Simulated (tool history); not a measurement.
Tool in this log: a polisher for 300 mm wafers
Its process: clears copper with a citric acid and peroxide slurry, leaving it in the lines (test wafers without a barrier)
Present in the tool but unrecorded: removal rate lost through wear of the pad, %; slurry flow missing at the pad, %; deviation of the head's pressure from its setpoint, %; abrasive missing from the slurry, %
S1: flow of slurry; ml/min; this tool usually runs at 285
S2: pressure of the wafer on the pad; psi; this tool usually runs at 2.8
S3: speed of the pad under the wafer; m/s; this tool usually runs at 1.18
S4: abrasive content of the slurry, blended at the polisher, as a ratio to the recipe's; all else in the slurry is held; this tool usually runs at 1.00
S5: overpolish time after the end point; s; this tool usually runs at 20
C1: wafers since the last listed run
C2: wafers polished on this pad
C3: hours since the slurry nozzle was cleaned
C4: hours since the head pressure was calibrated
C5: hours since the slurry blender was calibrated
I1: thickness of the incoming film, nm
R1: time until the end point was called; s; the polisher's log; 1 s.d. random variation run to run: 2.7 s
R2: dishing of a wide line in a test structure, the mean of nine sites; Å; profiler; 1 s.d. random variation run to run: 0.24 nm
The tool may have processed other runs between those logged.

run     day   S1   S2    S3    S4  S5   C1    C2     C3      C4     C5     I1     R1   R2
  1   0.000  285  2.8  1.18  1.00  20    0   618  107.6   829.9  129.5  397.4  197.7  207
  2   1.250  285  2.8  1.18  1.00  20  235   853  137.6   859.9  159.5  397.5  201.1  208
      1.729  -- worn pad replaced by a new one
  3   2.396  285  2.8  1.18  1.00  20  184   125  165.1   887.4  187.0  404.4  207.0  206
  4   3.692  285  2.8  1.18  1.00  13  244   369  196.2   918.5  218.1  405.0  206.7  153
  5   5.025  335  2.8  1.18  1.00  20  251   621  228.2   950.5  250.1  400.2  200.5  210
  6   5.746  335  2.8  1.18  1.00  20  135   757  245.5   967.8  267.4  398.2  202.0  209
  7   6.904  335  2.8  1.18  1.00  20  218   975  273.3   995.6  295.2  399.3  201.7  205
      7.108  -- slurry blender recalibrated
      7.329  -- worn pad replaced by a new one
  8   7.833  285  2.8  1.18  0.90  20  128    95  295.6  1017.9   17.4  402.0  205.4  203
  9   9.025  285  2.8  1.18  0.90  20  224   319  324.2  1046.5   46.0  402.7  208.1  202
 10   9.671  285  2.8  1.18  0.90  20  121   441  339.7  1062.0   61.5  396.5  202.7  207
 11  10.296  285  2.8  1.18  1.00  20  117   559  354.7  1077.0   76.5  400.7  207.3  208
 12  11.312  285  2.8  1.18  1.00  20  191   751  379.1  1101.4  100.9  395.4  204.9  206
 13  11.971  285  2.8  1.18  1.00  20  124   875  394.9  1117.2  116.7  400.8  203.4  205
     12.617  -- slurry nozzle cleaned
     12.829  -- worn pad replaced by a new one
 14  13.096  285  2.8  1.46  1.15  20  172    50   11.5  1144.2  143.7  394.7  160.6  240
 15  13.962  285  2.8  1.18  1.10  17  163   213   32.3  1165.0  164.5  400.6  200.9  188
     16.996  -- head pressure recalibrated
     17.692  -- worn pad replaced by a new one
 16  18.183  285  2.8  1.18  1.00  20  748    92  133.6    28.5  265.8  403.4  185.3  222
 17  18.746  285  2.8  1.18  1.00  13  106   198  147.1    42.0  279.3  402.1  188.0  163
 18  19.388  285  2.8  1.18  1.00  20  120   319  162.5    57.4  294.7  396.1  184.8  223
     19.629  -- slurry blender recalibrated
 19  19.938  285  2.8  1.18  1.00  20   87   407  175.7    70.6    7.4  402.1  190.1  222
 20  20.933  285  2.5  1.18  0.70  11  187   595  199.6    94.5   31.3  404.3  224.3  124
 21  22.058  285  2.8  1.18  1.00  20  212   807  226.6   121.5   58.3  396.5  187.7  224
 22  23.254  285  2.8  1.18  1.00  20  225  1032  255.3   150.2   87.0  399.6  195.3  220
     23.754  -- worn pad replaced by a new one
 23  24.408  315  2.4  1.46  1.00  23  186   122  283.0   177.9  114.7  402.1  176.9  248
 24  25.733  285  1.9  1.18  1.00  20  249   372  314.8   209.7  146.5  405.1  267.3  174
 25  26.479  285  2.8  1.48  1.10  32  140   513  332.7   227.6  164.4  404.3  153.1  310
 26  27.658  250  2.8  1.58  1.00  20  222   735  361.0   255.9  192.7  404.2  147.6  247
 27  28.171  320  3.4  1.48  0.80  20   96   832  373.3   268.2  205.0  400.9  138.4  267

Predict each of these 5 candidate next runs independently; none follows another, all start after run 27:
  A  28.192  285  2.8  1.18  1.00  20   3  836  373.8  268.7  205.5  405.4   ?   ?
  B  28.192  320  2.8  1.18  1.00   8   3  836  373.8  268.7  205.5  405.4   ?   ?
  C  28.192  285  2.3  1.50  1.25  25   3  836  373.8  268.7  205.5  405.4   ?   ?
  D  28.192  285  2.2  1.18  0.70  20   3  836  373.8  268.7  205.5  405.4   ?   ?
  E  28.192  350  2.8  1.46  1.00  30   3  836  373.8  268.7  205.5  405.4   ?   ?

run     R1   R2
  A  191.9  210
  B  190.4  106
  C  169.3  255
  D  256.1  171
  E  153.7  294
The same runs, with their run-to-run variation unchanged, on a tool lacking any hidden condition would have given:
run     R1   R2
  A  182.3  218
  B  181.0  110
  C  160.9  262
  D  243.4  178
  E  146.1  301
